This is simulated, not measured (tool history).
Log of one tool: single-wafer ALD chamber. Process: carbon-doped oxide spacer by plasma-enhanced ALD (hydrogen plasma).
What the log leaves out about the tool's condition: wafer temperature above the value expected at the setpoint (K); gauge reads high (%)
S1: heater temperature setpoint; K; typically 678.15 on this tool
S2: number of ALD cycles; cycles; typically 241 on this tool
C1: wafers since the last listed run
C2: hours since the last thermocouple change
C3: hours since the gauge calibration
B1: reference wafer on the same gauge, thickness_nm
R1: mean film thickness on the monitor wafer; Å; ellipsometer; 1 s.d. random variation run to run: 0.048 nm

run 1 day=0.000 | S1=678.15 S2=241 | C1=0 C2=1323.2 C3=155.4 | B1=10.630 | R1=112.62
run 2 day=2.067 | S1=678.15 S2=241 | C1=55 C2=1372.8 C3=205.0 | B1=10.661 | R1=113.82
run 3 day=3.142 | S1=678.15 S2=241 | C1=28 C2=1398.6 C3=230.8 | B1=10.695 | R1=114.08
run 4 day=4.838 | S1=678.15 S2=204 | C1=45 C2=1439.3 C3=271.5 | B1=10.684 | R1=95.96
run 5 day=6.838 | S1=684.15 S2=241 | C1=53 C2=1487.3 C3=319.5 | B1=10.713 | R1=111.33
run 6 day=9.067 | S1=678.15 S2=215 | C1=59 C2=1540.8 C3=373.0 | B1=10.723 | R1=101.11
run 7 day=11.617 | S1=678.15 S2=241 | C1=68 C2=1602.0 C3=434.2 | B1=10.737 | R1=114.45
run 8 day=12.758 | S1=672.15 S2=197 | C1=30 C2=1629.4 C3=461.6 | B1=10.765 | R1=95.60
run 9 day=15.662 | S1=672.15 S2=197 | C1=77 C2=1699.1 C3=531.3 | B1=10.761 | R1=94.66
-- day=16.804 thermocouple changed; heater temperature recalibrated
run 10 day=17.367 | S1=689.15 S2=260 | C1=36 C2=13.5 C3=572.2 | B1=10.812 | R1=119.50
-- day=18.542 gauge calibrated
run 11 day=19.400 | S1=664.15 S2=193 | C1=54 C2=62.3 C3=20.6 | B1=10.634 | R1=91.99
run 12 day=22.029 | S1=684.15 S2=241 | C1=70 C2=125.4 C3=83.7 | B1=10.651 | R1=111.53
run 13 day=24.717 | S1=686.15 S2=241 | C1=72 C2=189.9 C3=148.2 | B1=10.682 | R1=111.24
run 14 day=32.471 | S1=688.15 S2=288 | C1=207 C2=376.0 C3=334.3 | B1=10.748 | R1=133.10

Measured minus without-hidden-state, run by run (identical run-to-run variation in each term; gauge scatter may differ):
run=1 R1=+0.49
run=2 R1=+0.70
run=3 R1=+0.79
run=4 R1=+0.80
run=5 R1=+1.11
run=6 R1=+1.19
run=7 R1=+1.59
run=8 R1=+1.41
run=9 R1=+1.63
run=10 R1=+2.21
run=11 R1=+0.29
run=12 R1=+0.60
run=13 R1=+0.84
run=14 R1=+1.84

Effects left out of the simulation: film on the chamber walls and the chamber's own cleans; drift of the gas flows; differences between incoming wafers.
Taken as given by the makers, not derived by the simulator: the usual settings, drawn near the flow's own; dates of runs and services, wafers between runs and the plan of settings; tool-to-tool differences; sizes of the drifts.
